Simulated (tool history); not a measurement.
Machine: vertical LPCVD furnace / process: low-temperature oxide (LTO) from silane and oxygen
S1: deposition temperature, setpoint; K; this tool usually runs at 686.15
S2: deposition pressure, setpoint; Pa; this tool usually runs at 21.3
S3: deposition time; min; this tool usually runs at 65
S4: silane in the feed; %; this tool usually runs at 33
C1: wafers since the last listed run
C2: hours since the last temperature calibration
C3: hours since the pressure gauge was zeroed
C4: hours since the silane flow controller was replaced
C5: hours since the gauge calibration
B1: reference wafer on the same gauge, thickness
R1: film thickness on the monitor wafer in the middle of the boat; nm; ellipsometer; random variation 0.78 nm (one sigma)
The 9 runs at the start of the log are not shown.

run    hour      S1    S2    S3  S4    C1      C2      C3      C4      C5      B1      R1
 10   670.8  686.15  21.3    65  33   911  4880.9  2400.7  5797.6  1640.2  428.86  377.76
      715.2  -- pressure gauge zeroed
 11   755.3  686.15  21.3    65  30   768  4965.4    40.1  5882.1  1724.7  429.18  333.32
 12   854.4  686.15  21.3  84.5  35  1259  5064.5   139.2  5981.2  1823.8  429.04  533.96
 13   900.2  693.15  21.3    65  33   582  5110.3     185    6027  1869.6  429.05  411.82
      983.9  -- thermocouples replaced and temperature profile calibrated
 14   984.4  693.15  21.3    65  33   765     0.5   269.2  6111.2  1953.8   429.1  410.89
 15  1075.2  686.15  21.3    81  29  1154    91.3     360    6202  2044.6   428.9     396
 16  1177.9  675.15  22.7  86.5  33  1305     194   462.7  6304.7  2147.3   428.9  477.18
 17  1228.9  675.15  21.3  75.5  33   648     245   513.7  6355.7  2198.3  429.12  389.95
     1265.3  -- silane flow controller replaced
 18  1279.6  686.15    26    65  33   339   295.7   564.4    14.3    2249  429.28   462.6
 19  1358.8  691.15    18    43  36  1006   374.9   643.6    93.5  2328.2     429  250.41
     1411.2  -- gauge calibrated
 20  1431.3  686.15  24.7    65  33   921   447.4   716.1     166    20.1   428.7  440.48
 21  1478.4  686.15  21.3    65  33   598   494.5   763.2   213.1    67.2  428.85  380.72
 22  1547.9  686.15  21.3    65  33   883     564   832.7   282.6   136.7  428.92  379.35
 23    1671  691.15    26  72.5  36  1564   687.1   955.8   405.7   259.8  428.78  611.68
 24  1745.4  682.15  21.3    53  33   945   761.5  1030.2   480.1   334.2  428.81  297.14
 25  1808.6  693.15    18  47.5  28   803   824.7  1093.4   543.3   397.4  428.94  201.49
 26  1881.1  681.15    24    74  31   921   897.2  1165.9   615.8   469.9  429.28  420.28
 27  1934.9  686.15  18.7    65  33   683     951  1219.7   669.6   523.7  429.08   333.7
 28  1975.2  686.15  21.3    65  33   512   991.3    1260   709.9     564  428.79  380.22
 29  2019.6  686.15  21.3    65  33   564  1035.7  1304.4   754.3   608.4  428.86  379.03
 30  2118.9  676.15  21.3    54  37  1262    1135  1403.7   853.6   707.7  428.97  328.45
 31  2371.4  686.15  21.3  88.5  38  3209  1387.5  1656.2  1106.1   960.2  428.75  619.47

Branching from run 31: 4 alternative next runs. What would each branch give?
  A  2377.2  686.15  21.3  65  33  73  1393.3  1662  1111.9  966   ?   ?
  B  2377.2  676.15  21.3  65  33  73  1393.3  1662  1111.9  966   ?   ?
  C  2377.2  686.15  17.3  65  27  73  1393.3  1662  1111.9  966   ?   ?
  D  2377.2  696.15  21.3  84  33  73  1393.3  1662  1111.9  966   ?   ?

run      B1      R1
  A  429.12  378.13
  B  429.12  337.78
  C  429.12   230.4
  D  429.12  544.75
Without the tool's hidden state the same runs would have given:
run      R1
  A  379.54
  B  339.04
  C  231.46
  D  546.78

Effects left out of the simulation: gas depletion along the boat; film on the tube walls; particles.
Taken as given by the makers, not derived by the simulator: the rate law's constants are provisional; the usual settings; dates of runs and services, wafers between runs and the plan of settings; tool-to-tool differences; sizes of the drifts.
